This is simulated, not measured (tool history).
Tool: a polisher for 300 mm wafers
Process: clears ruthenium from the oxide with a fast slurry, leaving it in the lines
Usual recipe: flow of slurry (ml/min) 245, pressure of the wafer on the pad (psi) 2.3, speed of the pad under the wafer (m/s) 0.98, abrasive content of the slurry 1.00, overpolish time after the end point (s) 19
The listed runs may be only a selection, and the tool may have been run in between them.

| run | hour | flow of slurry (ml/min) | pressure of the wafer on the pad (psi) | speed of the pad under the wafer (m/s) | abrasive content of the slurry | overpolish time after the end point (s) | incoming thickness of the incoming film, nm | time until the end point was called (s) | dishing of a wide line in a test structure (Å) |
|---|---|---|---|---|---|---|---|---|---|
| 1 | 0.0 | 245 | 2.3 | 0.98 | 1.00 | 19 | 281.0 | 106.2 | 402 |
| 2 | 17.4 | 245 | 2.3 | 0.98 | 1.00 | 19 | 277.8 | 105.1 | 385 |
| 3 | 31.8 | 245 | 2.3 | 0.98 | 1.00 | 19 | 271.8 | 105.0 | 385 |
| 4 | 45.4 | 245 | 2.3 | 0.98 | 1.00 | 19 | 277.9 | 98.9 | 381 |
| 5 | 60.7 | 245 | 2.3 | 0.98 | 1.00 | 19 | 275.8 | 101.2 | 417 |
| 6 | 69.0 | 245 | 2.3 | 0.98 | 1.00 | 19 | 271.5 | 97.2 | 401 |
| 7 | 81.8 | 245 | 2.9 | 0.98 | 1.00 | 19 | 275.4 | 80.1 | 492 |
| 8 | 99.1 | 245 | 2.3 | 0.98 | 1.20 | 25 | 277.5 | 93.2 | 534 |
| 9 | 106.4 | 245 | 2.3 | 0.98 | 1.20 | 25 | 274.0 | 91.0 | 536 |
| 10 | 115.7 | 245 | 2.3 | 0.98 | 1.20 | 25 | 276.5 | 93.0 | 528 |
| 11 | 129.4 | 245 | 2.6 | 0.98 | 1.00 | 24 | 273.1 | 88.6 | 536 |
| 12 | 141.5 | 245 | 2.6 | 0.98 | 1.00 | 24 | 275.4 | 90.3 | 521 |
| 13 | 155.4 | 210 | 2.3 | 0.98 | 1.00 | 19 | 278.2 | 106.0 | 383 |
| 14 | 168.5 | 280 | 2.3 | 0.98 | 1.20 | 19 | 280.1 | 93.8 | 420 |
| 15 | 178.7 | 245 | 2.3 | 0.98 | 1.00 | 19 | 274.0 | 101.5 | 410 |
| 16 | 192.7 | 245 | 1.7 | 0.98 | 1.00 | 19 | 278.7 | 144.2 | 304 |
| 17 | 206.3 | 315 | 2.3 | 0.98 | 1.00 | 14 | 271.0 | 99.6 | 297 |
| 18 | 216.3 | 245 | 2.3 | 1.30 | 0.70 | 19 | 272.1 | 96.7 | 402 |
| 19 | 226.5 | 310 | 2.3 | 0.98 | 1.00 | 19 | 273.5 | 103.5 | 407 |
| 20 | 233.4 | 185 | 2.3 | 1.18 | 1.00 | 19 | 279.3 | 93.7 | 430 |
| 21 | 247.6 | 245 | 2.3 | 0.76 | 1.20 | 19 | 277.9 | 117.5 | 351 |
| 22 | 260.8 | 245 | 2.3 | 0.98 | 1.00 | 19 | 273.0 | 98.7 | 401 |
| 23 | 269.8 | 215 | 2.3 | 1.14 | 1.00 | 19 | 271.3 | 87.3 | 437 |
| 24 | 283.8 | 275 | 2.3 | 0.98 | 1.20 | 24 | 276.4 | 88.3 | 534 |
| 25 | 295.4 | 200 | 2.3 | 0.98 | 1.00 | 19 | 274.9 | 102.8 | 402 |
| 26 | 335.7 | 245 | 2.3 | 0.98 | 1.00 | 19 | 279.0 | 104.2 | 401 |
| 27 | 346.5 | 185 | 2.3 | 1.18 | 1.00 | 19 | 272.7 | 87.6 | 457 |
| 28 | 362.3 | 245 | 2.3 | 0.98 | 1.00 | 19 | 274.9 | 101.6 | 376 |

The log once held 7 entries between its listed runs, left out of this copy. Where does each go, and what is different about the tool's unlogged condition between the listed run before it and the listed run after it?
Logged between run 3 and run 4: slurry blender recalibrated (hour 42.4)
  abrasive missing from the slurry, %: 11.7 -> 0.611
  difference, measured minus the result without the unlogged condition, time until the end point was called (s): +6.4 -> +0.3; dishing of a wide line in a test structure (Å): -21 -> -1
Logged between run 7 and run 8: worn pad replaced by a new one (hour 94.8)
  abrasive missing from the slurry, %: 2.72 -> 3.73
  difference, measured minus the result without the unlogged condition, time until the end point was called (s): +1.0 -> +1.5; dishing of a wide line in a test structure (Å): -5 -> -7
Logged between run 17 and run 18: head pressure recalibrated (hour 212.1); worn pad replaced by a new one (hour 215.8)
  abrasive missing from the slurry, %: 9.94 -> 10.5
  difference, measured minus the result without the unlogged condition, time until the end point was called (s): +5.1 -> +6.3; dishing of a wide line in a test structure (Å): -14 -> -23
Logged between run 19 and run 20: slurry nozzle cleaned (hour 229.5)
  abrasive missing from the slurry, %: 11.1 -> 11.5
  difference, measured minus the result without the unlogged condition, time until the end point was called (s): +6.0 -> +5.6; dishing of a wide line in a test structure (Å): -20 -> -22
Logged between run 20 and run 21: slurry blender recalibrated (hour 247.1)
  abrasive missing from the slurry, %: 11.5 -> 0.243
  difference, measured minus the result without the unlogged condition, time until the end point was called (s): +5.6 -> +0.1; dishing of a wide line in a test structure (Å): -22 -> +0
Logged between run 25 and run 26: worn pad replaced by a new one (hour 335.2)
  abrasive missing from the slurry, %: 3.02 -> 5.35
  difference, measured minus the result without the unlogged condition, time until the end point was called (s): +1.6 -> +2.8; dishing of a wide line in a test structure (Å): -5 -> -9

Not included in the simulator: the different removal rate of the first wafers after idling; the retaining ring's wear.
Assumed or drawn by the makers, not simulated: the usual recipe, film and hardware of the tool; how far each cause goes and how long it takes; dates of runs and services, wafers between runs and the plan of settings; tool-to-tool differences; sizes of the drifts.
